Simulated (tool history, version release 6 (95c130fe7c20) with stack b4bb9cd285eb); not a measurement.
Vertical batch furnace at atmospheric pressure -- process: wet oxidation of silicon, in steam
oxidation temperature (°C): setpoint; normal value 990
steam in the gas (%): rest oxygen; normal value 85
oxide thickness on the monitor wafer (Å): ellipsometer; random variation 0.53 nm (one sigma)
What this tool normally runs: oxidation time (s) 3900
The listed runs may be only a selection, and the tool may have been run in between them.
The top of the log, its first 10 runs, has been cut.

| run | hour | oxidation temperature (°C) | oxidation time (s) | steam in the gas (%) | wafers since the last listed run | hours since the last temperature calibration | hours since the steam generator was serviced | hours since the gauge calibration | read-back reference wafer on the same gauge, thickness | oxide thickness on the monitor wafer (Å) |
|---|---|---|---|---|---|---|---|---|---|---|
| 11 | 268.9 | 990 | 3900 | 85 | 355 | 4315.6 | 1188.5 | 58.4 | 335.9 | 3557 |
|  | 305 | steam generator serviced |
|  | 317.7 | thermocouples replaced and temperature profile calibrated |
| 12 | 318.2 | 990 | 3900 | 85 | 136 | 0.5 | 13.2 | 107.7 | 336.13 | 3517.8 |
| 13 | 324.9 | 990 | 3900 | 85 | 72 | 7.2 | 19.9 | 114.4 | 335.93 | 3510.5 |
| 14 | 344.5 | 990 | 3900 | 85 | 212 | 26.8 | 39.5 | 134 | 335.98 | 3511.3 |
| 15 | 371.8 | 990 | 3900 | 91 | 295 | 54.1 | 66.8 | 161.3 | 335.94 | 3679.3 |
| 16 | 398.1 | 990 | 3900 | 85 | 285 | 80.4 | 93.1 | 187.6 | 336.05 | 3504.7 |
| 17 | 413.8 | 990 | 4860 | 85 | 170 | 96.1 | 108.8 | 203.3 | 335.95 | 4053.1 |
| 18 | 449.7 | 990 | 3900 | 85 | 389 | 132 | 144.7 | 239.2 | 335.89 | 3495.5 |
| 19 | 469.7 | 1008 | 3900 | 95 | 216 | 152 | 164.7 | 259.2 | 336 | 4222 |
| 20 | 483.3 | 990 | 4530 | 78 | 147 | 165.6 | 178.3 | 272.8 | 336.03 | 3628.1 |
| 21 | 502.8 | 990 | 4740 | 85 | 211 | 185.1 | 197.8 | 292.3 | 336.04 | 3951.9 |
| 22 | 524.8 | 1003 | 5160 | 92 | 238 | 207.1 | 219.8 | 314.3 | 336.07 | 4777.1 |
| 23 | 541.2 | 981 | 4890 | 85 | 177 | 223.5 | 236.2 | 330.7 | 335.97 | 3788.4 |
| 24 | 573.7 | 990 | 3900 | 85 | 352 | 256 | 268.7 | 363.2 | 336.04 | 3475.1 |
| 25 | 598.4 | 1006 | 4860 | 85 | 267 | 280.7 | 293.4 | 387.9 | 335.98 | 4454.5 |
| 26 | 623.5 | 971 | 2160 | 85 | 272 | 305.8 | 318.5 | 413 | 336.01 | 2015.5 |
| 27 | 653 | 982 | 4560 | 78 | 319 | 335.3 | 348 | 442.5 | 335.92 | 3431.6 |
| 28 | 678.7 | 990 | 5010 | 85 | 278 | 361 | 373.7 | 468.2 | 335.93 | 4080.9 |
|  | 687.6 | gauge calibrated |
| 29 | 712.3 | 990 | 3900 | 85 | 364 | 394.6 | 407.3 | 24.7 | 335.92 | 3472.6 |
| 30 | 740.1 | 977 | 4950 | 92 | 301 | 422.4 | 435.1 | 52.5 | 336.01 | 3895.7 |
| 31 | 795.6 | 990 | 2730 | 93 | 601 | 477.9 | 490.6 | 108 | 335.94 | 2893 |
| 32 | 816.7 | 990 | 5790 | 85 | 228 | 499 | 511.7 | 129.1 | 335.98 | 4471.9 |
| 33 | 839.8 | 990 | 3900 | 78 | 250 | 522.1 | 534.8 | 152.2 | 336 | 3266 |
| 34 | 862.5 | 990 | 3900 | 85 | 246 | 544.8 | 557.5 | 174.9 | 335.93 | 3458.6 |
| 35 | 891.7 | 1008 | 3900 | 75 | 316 | 574 | 586.7 | 204.1 | 336.04 | 3609 |

Predict each of these 5 candidate next runs independently; none follows another, all start after run 35:
| A | 897.7 | 990 | 3900 | 85 | 65 | 580 | 592.7 | 210.1 | ? | ? |
| B | 897.7 | 983 | 3900 | 82 | 65 | 580 | 592.7 | 210.1 | ? | ? |
| C | 897.7 | 969 | 5760 | 82 | 65 | 580 | 592.7 | 210.1 | ? | ? |
| D | 897.7 | 990 | 5760 | 85 | 65 | 580 | 592.7 | 210.1 | ? | ? |
| E | 897.7 | 982 | 3180 | 85 | 65 | 580 | 592.7 | 210.1 | ? | ? |

| run | read-back reference wafer on the same gauge, thickness | oxide thickness on the monitor wafer (Å) |
|---|---|---|
| A | 336.01 | 3452.9 |
| B | 336.01 | 3205.5 |
| C | 336.01 | 3750.5 |
| D | 336.01 | 4449.2 |
| E | 336.01 | 2843.2 |
With the hidden condition removed and each run's random variation left untouched, the same runs would have given:
| run | oxide thickness on the monitor wafer (Å) |
|---|---|
| A | 3527.6 |
| B | 3275.5 |
| C | 3833 |
| D | 4544.4 |
| E | 2905.4 |

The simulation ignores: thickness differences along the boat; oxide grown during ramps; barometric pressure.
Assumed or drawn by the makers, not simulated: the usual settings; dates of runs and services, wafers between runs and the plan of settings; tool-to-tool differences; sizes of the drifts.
